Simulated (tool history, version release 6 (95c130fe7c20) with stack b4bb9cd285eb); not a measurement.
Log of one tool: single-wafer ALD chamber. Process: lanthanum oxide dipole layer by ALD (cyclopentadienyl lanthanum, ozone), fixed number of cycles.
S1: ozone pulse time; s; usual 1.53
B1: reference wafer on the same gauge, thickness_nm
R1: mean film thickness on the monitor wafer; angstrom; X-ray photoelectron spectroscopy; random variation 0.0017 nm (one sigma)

{"run": 1, "day": 0.0, "S1": 1.53, "B1": 0.512, "R1": 5.21}
{"run": 2, "day": 4.333, "S1": 1.53, "B1": 0.512, "R1": 5.19}
{"day": 5.075, "done": "gauge calibrated"}
{"run": 3, "day": 5.479, "S1": 1.88, "B1": 0.512, "R1": 5.46}
{"day": 5.946, "done": "ozone generator serviced"}
{"run": 4, "day": 6.612, "S1": 1.88, "B1": 0.512, "R1": 5.15}
{"day": 7.825, "done": "thermocouple changed; heater temperature recalibrated"}
{"run": 5, "day": 8.029, "S1": 1.68, "B1": 0.512, "R1": 4.85}
{"day": 8.842, "done": "showerhead replaced"}
{"run": 6, "day": 8.962, "S1": 1.53, "B1": 0.512, "R1": 4.57}
{"day": 9.45, "done": "ozone generator serviced, repeated, since the last time left the tool worse"}
{"run": 7, "day": 10.383, "S1": 1.53, "B1": 0.512, "R1": 5.51}
{"run": 8, "day": 11.175, "S1": 2.09, "B1": 0.512, "R1": 5.7}
{"run": 9, "day": 12.45, "S1": 1.71, "B1": 0.512, "R1": 5.54}
{"day": 12.525, "done": "gauge calibrated"}
{"run": 10, "day": 13.092, "S1": 1.8, "B1": 0.512, "R1": 5.57}
{"run": 11, "day": 14.133, "S1": 1.9, "B1": 0.512, "R1": 5.61}
{"run": 12, "day": 14.658, "S1": 2.09, "B1": 0.512, "R1": 5.68}
{"run": 13, "day": 15.733, "S1": 1.79, "B1": 0.512, "R1": 5.55}
{"run": 14, "day": 16.9, "S1": 1.53, "B1": 0.512, "R1": 5.35}

3 ways to go on from here, each from the tool as it stands after run 14. What would each give?
{"run": "A", "day": 16.917, "S1": 1.53, "B1": "?", "R1": "?"}
{"run": "B", "day": 16.917, "S1": 0.95, "B1": "?", "R1": "?"}
{"run": "C", "day": 16.917, "S1": 1.87, "B1": "?", "R1": "?"}

run=A B1=0.512 R1=5.33
run=B B1=0.512 R1=4.36
run=C B1=0.512 R1=5.55
Without the tool's hidden state the same runs would have given:
run=A R1=5.48
run=B R1=4.65
run=C R1=5.63
